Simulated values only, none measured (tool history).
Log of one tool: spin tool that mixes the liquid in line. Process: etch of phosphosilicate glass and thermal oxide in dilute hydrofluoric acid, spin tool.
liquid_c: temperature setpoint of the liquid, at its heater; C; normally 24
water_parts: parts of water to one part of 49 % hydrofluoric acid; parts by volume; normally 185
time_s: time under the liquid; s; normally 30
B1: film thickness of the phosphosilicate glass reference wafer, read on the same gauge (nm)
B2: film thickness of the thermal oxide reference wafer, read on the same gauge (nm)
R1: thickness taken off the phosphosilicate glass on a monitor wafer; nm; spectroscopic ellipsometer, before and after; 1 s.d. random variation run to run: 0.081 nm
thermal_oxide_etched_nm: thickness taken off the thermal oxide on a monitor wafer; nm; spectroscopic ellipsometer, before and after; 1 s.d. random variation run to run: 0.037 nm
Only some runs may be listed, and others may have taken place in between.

Run 1, hour 0: usual settings; B1 89.99; B2 90.015. Result: R1 13.32 nm, thermal_oxide_etched_nm 0.722 nm.
Run 2, hour 23.5: usual settings; B1 90.01; B2 90.034. Result: R1 13.42 nm, thermal_oxide_etched_nm 0.674 nm.
Run 3, hour 54.1: usual settings; B1 90.02; B2 89.995. Result: R1 13.33 nm, thermal_oxide_etched_nm 0.627 nm.
Run 4, hour 78.9: usual settings; B1 89.99; B2 90.017. Result: R1 13.45 nm, thermal_oxide_etched_nm 0.684 nm.
Run 5, hour 94: usual settings; B1 90.02; B2 90.017. Result: R1 13.46 nm, thermal_oxide_etched_nm 0.736 nm.
Run 6, hour 108.6: usual settings but liquid_c 22 C; B1 90.01; B2 89.981. Result: R1 12.29 nm, thermal_oxide_etched_nm 0.63 nm.
Run 7, hour 137.2: usual settings but liquid_c 22 C; B1 89.99; B2 90.011. Result: R1 12.35 nm, thermal_oxide_etched_nm 0.65 nm.
Run 8, hour 159.5: usual settings but liquid_c 27 C, water_parts 110 parts by volume, time_s 45 s; B1 89.99; B2 90.026. Result: R1 41.54 nm, thermal_oxide_etched_nm 2.306 nm.
Run 9, hour 178: usual settings; B1 90.01; B2 90.022. Result: R1 13.29 nm, thermal_oxide_etched_nm 0.645 nm.
Run 10, hour 205.4: usual settings; B1 90.03; B2 89.984. Result: R1 13.38 nm, thermal_oxide_etched_nm 0.658 nm.
Run 11, hour 231.4: usual settings but time_s 15 s; B1 90.03; B2 90.029. Result: R1 6.66 nm, thermal_oxide_etched_nm 0.35 nm.
Run 12, hour 251.9: usual settings but water_parts 240 parts by volume, time_s 40 s; B1 90.01; B2 90.04. Result: R1 12.78 nm, thermal_oxide_etched_nm 0.646 nm.
Run 13, hour 273.8: usual settings but water_parts 265 parts by volume; B1 89.99; B2 90.024. Result: R1 8.54 nm, thermal_oxide_etched_nm 0.411 nm.
Run 14, hour 301.2: usual settings but liquid_c 27.5 C, water_parts 130 parts by volume, time_s 45 s; B1 90.03; B2 90.037. Result: R1 34.69 nm, thermal_oxide_etched_nm 1.786 nm.
Run 15, hour 317.8: usual settings; B1 89.99; B2 89.978. Result: R1 13.29 nm, thermal_oxide_etched_nm 0.701 nm.
Run 16, hour 337.7: usual settings but liquid_c 21 C, water_parts 160 parts by volume; B1 90; B2 89.994. Result: R1 13.93 nm, thermal_oxide_etched_nm 0.685 nm.
At hour 345.1: hydrofluoric acid flow meter replaced.
At hour 361.4: gauge calibrated.
Run 17, hour 370.5: usual settings; B1 90.04; B2 90.033. Result: R1 13.27 nm, thermal_oxide_etched_nm 0.697 nm.
Run 18, hour 404.2: usual settings; B1 90.01; B2 89.972. Result: R1 13.25 nm, thermal_oxide_etched_nm 0.638 nm.
Run 19, hour 433.2: usual settings; B1 90.02; B2 90.017. Result: R1 13.11 nm, thermal_oxide_etched_nm 0.72 nm.
Run 20, hour 445.8: usual settings but liquid_c 21.5 C, water_parts 245 parts by volume, time_s 20 s; B1 90.04; B2 90.013. Result: R1 5.71 nm, thermal_oxide_etched_nm 0.284 nm.
Run 21, hour 479.2: usual settings but liquid_c 29 C, time_s 45 s; B1 89.99; B2 90.053. Result: R1 23.91 nm, thermal_oxide_etched_nm 1.243 nm.
Run 22, hour 497.2: usual settings but water_parts 235 parts by volume, time_s 40 s; B1 90.03; B2 89.966. Result: R1 13.14 nm, thermal_oxide_etched_nm 0.682 nm.
Run 23, hour 512.7: usual settings but liquid_c 27 C, water_parts 100 parts by volume, time_s 45 s; B1 90.01; B2 89.991. Result: R1 45.3 nm, thermal_oxide_etched_nm 2.128 nm.
Run 24, hour 531.4: usual settings but liquid_c 22.5 C, water_parts 100 parts by volume, time_s 25 s; B1 90.03; B2 89.982. Result: R1 20.84 nm, thermal_oxide_etched_nm 1.138 nm.
Run 25, hour 550.4: usual settings; B1 90.01; B2 89.978. Result: R1 13.19 nm, thermal_oxide_etched_nm 0.7 nm.

What if the next run were any one of these 5? Each begins from the tool's condition after run 25:
Run A, hour 550.8: usual settings; B1 ?; B2 ?. Result: R1 ?, thermal_oxide_etched_nm ?.
Run B, hour 550.8: usual settings but liquid_c 19 C, water_parts 265 parts by volume, time_s 25 s; B1 ?; B2 ?. Result: R1 ?, thermal_oxide_etched_nm ?.
Run C, hour 550.8: usual settings but liquid_c 19 C; B1 ?; B2 ?. Result: R1 ?, thermal_oxide_etched_nm ?.
Run D, hour 550.8: usual settings but liquid_c 27.5 C; B1 ?; B2 ?. Result: R1 ?, thermal_oxide_etched_nm ?.
Run E, hour 550.8: usual settings but liquid_c 22.5 C, water_parts 250 parts by volume, time_s 20 s; B1 ?; B2 ?. Result: R1 ?, thermal_oxide_etched_nm ?.

run     B1      B2     R1  thermal_oxide_etched_nm
  A  90.02  90.009  13.13                    0.698
  B  90.02  90.009   5.85                    0.311
  C  90.02  90.009  10.82                    0.576
  D  90.02  90.009  14.94                    0.795
  E  90.02  90.009   5.73                    0.305
With the hidden condition removed and each run's random variation left untouched, the same runs would have given:
run     R1  thermal_oxide_etched_nm
  A  13.47                    0.716
  B      6                    0.319
  C  11.12                    0.591
  D  15.31                    0.814
  E   5.88                    0.313
